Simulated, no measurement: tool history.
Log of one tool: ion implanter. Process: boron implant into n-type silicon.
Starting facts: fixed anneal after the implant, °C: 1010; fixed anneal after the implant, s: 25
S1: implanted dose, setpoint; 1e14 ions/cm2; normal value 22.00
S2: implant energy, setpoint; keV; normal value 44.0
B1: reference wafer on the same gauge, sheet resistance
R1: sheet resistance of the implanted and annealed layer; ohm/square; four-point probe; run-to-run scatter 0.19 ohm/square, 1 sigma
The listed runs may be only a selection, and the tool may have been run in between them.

run	hour	S1	S2	B1	R1
1	0.0	22.00	44.0	66.11	60.53
2	55.6	22.00	44.0	65.97	60.65
3	83.4	22.00	44.0	65.92	60.85
4	134.1	22.00	44.0	65.99	60.87
5	184.8	22.00	44.0	65.98	61.06
6	211.8	22.00	44.0	66.07	61.20
7	274.9	22.00	44.0	65.98	61.00
8	341.1	22.00	34.0	66.04	63.15
9	405.4	22.00	34.0	66.02	63.58
10	447.3	22.00	34.0	65.94	63.26
11	514.4	22.00	44.0	65.97	61.34
# hour 640.7: Faraday cup replaced and dose calibrated
12	641.2	22.00	44.0	66.00	59.77
13	674.9	22.00	44.0	66.06	59.89
14	725.9	22.00	44.0	65.97	59.80
15	763.2	22.00	44.0	65.93	60.32
16	792.9	22.00	44.0	66.01	59.88
17	859.3	22.00	44.0	66.02	60.27
18	915.4	22.00	37.5	66.00	61.80
19	954.6	26.92	33.5	66.01	54.83
# hour 961.9: gauge calibrated
# hour 979.8: extraction supply calibrated
20	982.5	26.64	44.0	66.05	52.41
21	1034.6	28.07	53.5	65.97	48.98
22	1072.6	25.96	54.0	66.05	51.71
23	1138.5	19.53	56.5	65.96	64.18
24	1195.9	19.97	52.5	66.04	63.60
25	1251.6	22.00	44.0	66.03	60.31
26	1286.3	26.93	54.0	66.04	50.52
27	1353.9	16.62	29.0	65.96	77.98
28	1414.8	22.00	44.0	66.00	60.31
29	1441.0	26.06	48.5	65.94	52.62
30	1480.9	26.53	57.0	66.04	50.84
31	1526.4	28.36	31.5	65.99	54.65
32	1570.6	24.03	34.0	66.03	58.94
33	1603.2	16.72	58.0	66.06	73.69
34	1669.9	24.37	37.0	65.98	57.92
35	1703.2	28.54	44.0	65.92	50.48
36	1772.7	19.83	48.0	65.95	65.20
37	1817.3	22.00	44.0	66.04	60.47

Measured minus without-hidden-state, run by run (identical run-to-run variation in each term; gauge scatter may differ):
Hidden state present: deviation of the true dose from the Faraday cup's reading, %; deviation of the true energy from its setpoint, %; gauge reads high (%).
run	R1
1	+0.82
2	+0.89
3	+0.93
4	+0.99
5	+1.07
6	+1.11
7	+1.19
8	+1.23
9	+1.34
10	+1.40
11	+1.61
12	+0.08
13	+0.08
14	+0.08
15	+0.09
16	+0.09
17	+0.11
18	+0.12
19	+0.10
20	+0.11
21	+0.13
22	+0.15
23	+0.27
24	+0.30
25	+0.31
26	+0.26
27	+0.49
28	+0.44
29	+0.39
30	+0.41
31	+0.36
32	+0.51
33	+0.88
34	+0.61
35	+0.55
36	+0.98
37	+0.93

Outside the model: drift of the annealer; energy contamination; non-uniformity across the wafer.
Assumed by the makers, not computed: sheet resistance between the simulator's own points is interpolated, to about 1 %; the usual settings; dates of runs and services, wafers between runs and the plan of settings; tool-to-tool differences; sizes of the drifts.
